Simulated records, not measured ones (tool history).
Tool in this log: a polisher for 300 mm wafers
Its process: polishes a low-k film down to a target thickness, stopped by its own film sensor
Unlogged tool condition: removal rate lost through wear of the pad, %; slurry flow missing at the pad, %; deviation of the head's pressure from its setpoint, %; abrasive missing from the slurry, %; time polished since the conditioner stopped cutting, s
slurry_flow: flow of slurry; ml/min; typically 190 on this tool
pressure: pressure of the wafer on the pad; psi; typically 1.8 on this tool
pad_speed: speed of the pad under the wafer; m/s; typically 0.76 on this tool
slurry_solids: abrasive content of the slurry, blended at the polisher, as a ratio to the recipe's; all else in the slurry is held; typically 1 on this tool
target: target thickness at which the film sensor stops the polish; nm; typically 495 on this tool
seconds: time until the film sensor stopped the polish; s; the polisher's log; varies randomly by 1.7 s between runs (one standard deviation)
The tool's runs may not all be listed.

run	hour	slurry_flow	pressure	pad_speed	slurry_solids	target	wafers since the last listed run	wafers polished on this pad	hours since the slurry nozzle was cleaned	hours since the head pressure was calibrated	hours since the slurry blender was calibrated	hours since the conditioning disc was replaced	incoming thickness of the incoming film, nm	seconds
1	0	190	1.8	0.62	1	495	0	428	458.6	949.1	53.3	358.1	525.5	154
# hour 28.8: conditioning disc replaced and pad reconditioned
2	58.6	190	1.8	0.76	1	495	626	1055	517.2	1007.7	111.9	29.8	520.3	104.4
3	119.8	190	1.8	0.76	1	495	677	1732	578.4	1068.9	173.1	91	515.8	89.8
# hour 181: worn pad replaced by a new one
4	181.5	190	1.8	0.76	1	495	638	5	640.1	1130.6	234.8	152.7	512	76.9
5	242.2	190	2.2	0.76	1	495	671	677	700.8	1191.3	295.5	213.4	519.5	102.3
6	268.8	190	2.2	0.76	1	495	294	971	727.4	1217.9	322.1	240	508.6	56.6
# hour 275.6: slurry nozzle cleaned
7	295.6	190	1.8	0.76	1	495	285	1257	20	1244.7	348.9	266.8	523.2	118.3
8	358	165	1.8	0.76	1	495	690	1947	82.4	1307.1	411.3	329.2	513.3	79.4
# hour 405.6: worn pad replaced by a new one
9	406.1	190	1.8	0.76	1	495	487	5	130.5	1355.2	459.4	377.3	527	136.3
# hour 412.4: slurry blender recalibrated
# hour 428.8: conditioning disc replaced and pad reconditioned
10	555	210	1.8	0.76	1	495	1603	1608	279.4	1504.1	142.6	126.2	521.9	111.3
# hour 586.6: head pressure recalibrated
# hour 641.8: worn pad replaced by a new one
11	689.4	145	2	0.62	0.8	495	1420	526	413.8	102.8	277	260.6	524.7	176.8
12	748.2	190	1.8	0.76	1.15	495	650	1177	472.6	161.6	335.8	319.4	511.4	67
13	789.9	190	1.8	0.76	1	495	461	1638	514.3	203.3	377.5	361.1	523.5	129.4
# hour 836.2: slurry nozzle cleaned
# hour 847.2: conditioning disc replaced and pad reconditioned
14	859	190	1.5	0.76	0.85	495	731	2369	22.8	272.4	446.6	11.8	517.8	113.2
# hour 863.8: worn pad replaced by a new one
# hour 870.2: slurry blender recalibrated
15	924.1	190	1.8	0.76	1	495	653	644	87.9	337.5	53.9	76.9	518.5	92.6
# hour 1116.8: worn pad replaced by a new one
16	1117.5	170	1.8	0.76	1	495	2095	7	281.3	530.9	247.3	270.3	521.2	117.1

Consider 3 possible next runs. They are alternatives, not a sequence: every one starts from the tool as it was left by run 16. What does each give?
A	1118	235	1.8	0.76	1	495	5	12	281.8	531.4	247.8	270.8	522.5	?
B	1118	190	1.2	1	1.15	495	5	12	281.8	531.4	247.8	270.8	522.5	?
C	1118	190	2.3	0.76	0.85	495	5	12	281.8	531.4	247.8	270.8	522.5	?

run	seconds
A	119
B	132.9
C	114.8
What these runs would have given with no unlogged condition in the tool:
run	seconds
A	97.1
B	108.7
C	90

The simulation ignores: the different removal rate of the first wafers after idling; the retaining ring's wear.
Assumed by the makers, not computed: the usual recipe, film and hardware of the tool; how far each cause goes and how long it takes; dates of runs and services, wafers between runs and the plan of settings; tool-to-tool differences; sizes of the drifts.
